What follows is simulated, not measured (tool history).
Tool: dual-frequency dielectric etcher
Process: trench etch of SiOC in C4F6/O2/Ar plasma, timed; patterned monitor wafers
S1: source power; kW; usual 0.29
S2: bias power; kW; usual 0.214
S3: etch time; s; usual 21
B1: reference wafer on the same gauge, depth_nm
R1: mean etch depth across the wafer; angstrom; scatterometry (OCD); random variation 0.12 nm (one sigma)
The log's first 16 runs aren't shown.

run,day,S1,S2,S3,B1,R1
# day 20.475: bias power generator calibrated
17,22.746,0.25,0.185,16.5,36.1,287.1
# day 23.9: gauge calibrated
# day 24.025: upper electrode replaced
18,24.046,0.27,0.214,14.5,36.1,275.9
19,24.775,0.29,0.235,21,36.11,426.1
20,26.267,0.23,0.253,26.5,36.07,509.2
21,26.829,0.29,0.214,21,36.1,409
22,27.504,0.23,0.214,27.5,36.1,493.1
23,28.492,0.29,0.214,24,36.11,465.3
24,29,0.25,0.214,18.5,36.08,344
25,30.042,0.29,0.26,26,36.13,543.1
26,31.262,0.25,0.214,21,36.11,387.7
27,32.262,0.33,0.26,25.5,36.11,560.9
28,32.775,0.29,0.214,21,36.09,408.7
29,34.175,0.31,0.162,17.5,36.08,309.3
30,35.604,0.33,0.193,17,36.1,329.8
31,36.271,0.23,0.252,24,36.09,461.9

3 ways to go on from here, each from the tool as it stands after run 31. What would each give?
A,36.288,0.32,0.214,21,?,?
B,36.288,0.35,0.232,17,?,?
C,36.288,0.29,0.194,21,?,?

run,B1,R1
A,36.08,423.2
B,36.08,365.2
C,36.08,393
Without the tool's hidden state the same runs would have given:
run,R1
A,425.1
B,366.8
C,394.7

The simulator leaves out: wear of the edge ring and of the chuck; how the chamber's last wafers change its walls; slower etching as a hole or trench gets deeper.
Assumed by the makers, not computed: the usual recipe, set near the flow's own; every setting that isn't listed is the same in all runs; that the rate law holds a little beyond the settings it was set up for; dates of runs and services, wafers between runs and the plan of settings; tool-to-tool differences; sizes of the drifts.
